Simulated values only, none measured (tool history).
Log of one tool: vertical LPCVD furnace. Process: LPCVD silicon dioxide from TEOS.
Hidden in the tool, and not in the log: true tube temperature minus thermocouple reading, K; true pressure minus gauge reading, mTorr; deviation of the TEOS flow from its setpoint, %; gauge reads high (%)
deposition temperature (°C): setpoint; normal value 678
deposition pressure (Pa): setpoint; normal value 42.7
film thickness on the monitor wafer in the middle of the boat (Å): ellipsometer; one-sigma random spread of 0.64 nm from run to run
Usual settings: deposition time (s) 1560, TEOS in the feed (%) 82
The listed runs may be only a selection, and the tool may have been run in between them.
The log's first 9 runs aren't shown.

run,day,deposition temperature (°C),deposition pressure (Pa),deposition time (s),TEOS in the feed (%),wafers since the last listed run,hours since the last temperature calibration,hours since the pressure gauge was zeroed,hours since the TEOS flow controller was replaced,hours since the gauge calibration,"read-back reference wafer on the same gauge, thickness",film thickness on the monitor wafer in the middle of the boat (Å)
10,9.554,682,42.7,1560,82,417,1666.8,2283.8,2151.5,67.8,141.90,1340.1
11,10.417,678,42.7,1560,82,292,1687.5,2304.5,2172.2,88.5,142.14,1220.8
12,11.171,678,42.7,1560,82,255,1705.6,2322.6,2190.3,106.6,142.40,1232.7
13,12.517,678,42.7,1560,82,456,1737.9,2354.9,2222.6,138.9,142.97,1220.1
14,13.575,674,42.7,1860,87,359,1763.3,2380.3,2248.0,164.3,143.04,1368.7
15,14.654,670,42.7,1560,82,366,1789.2,2406.2,2273.9,190.2,143.20,1009.8
16,15.158,672,42.7,1560,97,171,1801.3,2418.3,2286.0,202.3,143.30,1151.7
17,16.571,678,42.7,1890,82,479,1835.2,2452.2,2319.9,236.2,143.49,1493.6
18,17.138,681,42.7,1560,82,192,1848.8,2465.8,2333.5,249.8,143.73,1338.3
# day 19.254: pressure gauge zeroed
19,19.275,678,42.7,1890,96,386,1900.1,0.5,2384.8,301.1,144.10,1624.1
20,19.488,689,52.0,1560,82,72,1905.2,5.6,2389.9,306.2,144.18,1788.9
21,20.450,678,42.7,1560,82,326,1928.3,28.7,2413.0,329.3,144.25,1241.2
22,21.521,673,42.7,2100,91,363,1954.0,54.4,2438.7,355.0,144.54,1549.0
# day 23.092: TEOS flow controller replaced
# day 23.104: thermocouples replaced and temperature profile calibrated
23,23.125,678,42.7,1560,82,201,0.5,92.9,0.8,393.5,144.45,1239.0
24,23.500,678,42.7,1560,82,127,9.5,101.9,9.8,402.5,144.70,1247.3
25,24.088,670,42.7,1560,93,199,23.6,116.0,23.9,416.6,144.59,1086.9
26,25.446,686,39.3,1230,93,461,56.2,148.6,56.5,449.2,144.82,1207.0
27,26.717,682,42.7,1560,82,431,86.7,179.1,87.0,479.7,145.02,1371.4
28,27.646,678,52.0,1560,82,315,109.0,201.4,109.3,502.0,144.92,1379.5
29,28.729,678,52.7,1560,82,367,135.0,227.4,135.3,528.0,145.10,1381.3
30,29.950,678,42.7,1560,82,414,164.3,256.7,164.6,557.3,144.99,1257.1
31,30.567,690,38.7,1260,68,209,179.1,271.5,179.4,572.1,145.18,1156.8

4 ways to go on from here, each from the tool as it stands after run 31. What would each give?
A,30.762,678,42.7,1560,77,66,183.8,276.2,184.1,576.8,?,?
B,30.762,683,38.0,1560,82,66,183.8,276.2,184.1,576.8,?,?
C,30.762,678,42.7,1380,82,66,183.8,276.2,184.1,576.8,?,?
D,30.762,688,37.3,1560,82,66,183.8,276.2,184.1,576.8,?,?

run,"read-back reference wafer on the same gauge, thickness",film thickness on the monitor wafer in the middle of the boat (Å)
A,145.22,1205.9
B,145.22,1325.7
C,145.22,1100.9
D,145.22,1481.4
Without the tool's hidden state the same runs would have given:
run,film thickness on the monitor wafer in the middle of the boat (Å)
A,1171.2
B,1287.6
C,1069.2
D,1438.7
